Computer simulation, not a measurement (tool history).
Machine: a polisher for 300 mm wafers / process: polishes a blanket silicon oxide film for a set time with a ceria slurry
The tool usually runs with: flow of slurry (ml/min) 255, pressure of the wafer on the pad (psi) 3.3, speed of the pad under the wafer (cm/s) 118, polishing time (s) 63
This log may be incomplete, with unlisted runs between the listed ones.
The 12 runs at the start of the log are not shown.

run,hour,flow of slurry (ml/min),pressure of the wafer on the pad (psi),speed of the pad under the wafer (cm/s),polishing time (s),wafers since the last listed run,wafers polished on this pad,hours since the slurry nozzle was cleaned,hours since the head pressure was calibrated,"incoming thickness of the incoming film, nm",film removed (Å)
# hour 1101.0: slurry nozzle cleaned
13,1145.8,230,3.3,118,63,835,2101,44.8,720.6,973.7,2711
14,1205.0,230,3.3,118,63,491,2593,104.0,779.8,977.2,2757
# hour 1240.3: head pressure recalibrated
15,1294.0,230,3.3,118,63,722,3315,193.0,53.7,966.0,2633
# hour 1322.5: worn pad replaced by a new one
16,1344.0,335,4.3,104,80,381,178,243.0,103.7,968.0,4524
17,1393.4,320,2.4,82,45,410,588,292.4,153.1,973.6,1224
18,1480.9,320,4.2,144,41,726,1314,379.9,240.6,976.0,2689
19,1583.5,185,3.3,118,63,851,2166,482.5,343.2,986.8,2648
20,1633.7,255,3.3,118,63,416,2582,532.7,393.4,979.1,2700
21,1670.9,255,3.3,118,63,308,2891,569.9,430.6,981.6,2680
# hour 1683.8: slurry nozzle cleaned
22,1713.3,295,3.3,158,73,343,3235,29.5,473.0,984.1,3814
# hour 1782.3: worn pad replaced by a new one
23,1798.9,295,3.8,118,63,677,137,115.1,558.6,984.8,3313
24,1866.8,255,3.3,102,51,563,701,183.0,626.5,977.1,2103
25,1944.7,335,3.3,118,63,646,1348,260.9,704.4,993.8,2889
# hour 1986.8: head pressure recalibrated
26,2001.8,285,3.3,108,72,457,1805,318.0,15.0,972.5,3017
27,2064.7,170,4.1,118,69,522,2327,380.9,77.9,972.7,3588
28,2109.6,345,2.6,118,78,372,2700,425.8,122.8,962.7,2757

Forecast run 29:
29,2168.7,320,4.0,118,79,490,3190,484.9,181.9,988.1,?

film removed (Å): 4108
Minus the tool's unlogged condition, the same run would have read film removed (Å) 4417.
